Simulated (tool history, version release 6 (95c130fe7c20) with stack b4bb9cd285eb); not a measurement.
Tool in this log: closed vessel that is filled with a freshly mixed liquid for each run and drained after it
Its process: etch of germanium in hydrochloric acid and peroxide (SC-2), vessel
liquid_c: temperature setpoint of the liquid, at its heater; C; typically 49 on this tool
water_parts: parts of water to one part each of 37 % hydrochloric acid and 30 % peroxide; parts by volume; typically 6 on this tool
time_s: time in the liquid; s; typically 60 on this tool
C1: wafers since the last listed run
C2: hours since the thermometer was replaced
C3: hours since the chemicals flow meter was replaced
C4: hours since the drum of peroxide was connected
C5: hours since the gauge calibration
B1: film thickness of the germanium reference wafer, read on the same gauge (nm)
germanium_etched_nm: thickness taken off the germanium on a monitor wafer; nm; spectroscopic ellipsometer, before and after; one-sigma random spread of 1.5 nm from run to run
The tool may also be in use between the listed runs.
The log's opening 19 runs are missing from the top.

{"run": 20, "hour": 628.7, "liquid_c": 40, "water_parts": 7, "time_s": 60, "C1": 3182, "C2": 39.3, "C3": 1667, "C4": 154.5, "C5": 267.7, "B1": 89.99, "germanium_etched_nm": 127.67}
{"run": 21, "hour": 664.6, "liquid_c": 42.5, "water_parts": 6, "time_s": 40, "C1": 3182, "C2": 75.2, "C3": 1702.9, "C4": 190.4, "C5": 303.6, "B1": 90.02, "germanium_etched_nm": 93.7}
{"run": 22, "hour": 687.1, "liquid_c": 54.5, "water_parts": 4, "time_s": 60, "C1": 1994, "C2": 97.7, "C3": 1725.4, "C4": 212.9, "C5": 326.1, "B1": 89.98, "germanium_etched_nm": 213.11}
{"hour": 713.3, "done": "chemicals flow meter replaced"}
{"run": 23, "hour": 715.1, "liquid_c": 49, "water_parts": 4, "time_s": 60, "C1": 2393, "C2": 125.7, "C3": 1.8, "C4": 240.9, "C5": 354.1, "B1": 90.02, "germanium_etched_nm": 178.26}
{"run": 24, "hour": 771.4, "liquid_c": 57.5, "water_parts": 4, "time_s": 45, "C1": 4990, "C2": 182, "C3": 58.1, "C4": 297.2, "C5": 410.4, "B1": 89.98, "germanium_etched_nm": 171.67}
{"run": 25, "hour": 800.6, "liquid_c": 49, "water_parts": 4, "time_s": 30, "C1": 2588, "C2": 211.2, "C3": 87.3, "C4": 326.4, "C5": 439.6, "B1": 90.03, "germanium_etched_nm": 88.68}
{"run": 26, "hour": 833.2, "liquid_c": 52.5, "water_parts": 6, "time_s": 60, "C1": 2889, "C2": 243.8, "C3": 119.9, "C4": 359, "C5": 472.2, "B1": 89.99, "germanium_etched_nm": 196.09}
{"run": 27, "hour": 846.4, "liquid_c": 49, "water_parts": 6, "time_s": 60, "C1": 1170, "C2": 257, "C3": 133.1, "C4": 372.2, "C5": 485.4, "B1": 90, "germanium_etched_nm": 177.28}
{"run": 28, "hour": 862.0, "liquid_c": 53, "water_parts": 8, "time_s": 60, "C1": 1382, "C2": 272.6, "C3": 148.7, "C4": 387.8, "C5": 501, "B1": 89.97, "germanium_etched_nm": 198.63}

For run 29, what comes out?
{"run": 29, "hour": 897.5, "liquid_c": 57, "water_parts": 6, "time_s": 60, "C1": 3146, "C2": 308.1, "C3": 184.2, "C4": 423.3, "C5": 536.5, "B1": "?", "germanium_etched_nm": "?"}

Logged for run 29: B1 90, germanium_etched_nm 228.83 nm.
Minus the tool's unlogged condition, the same run would have read germanium_etched_nm 225.09 nm.
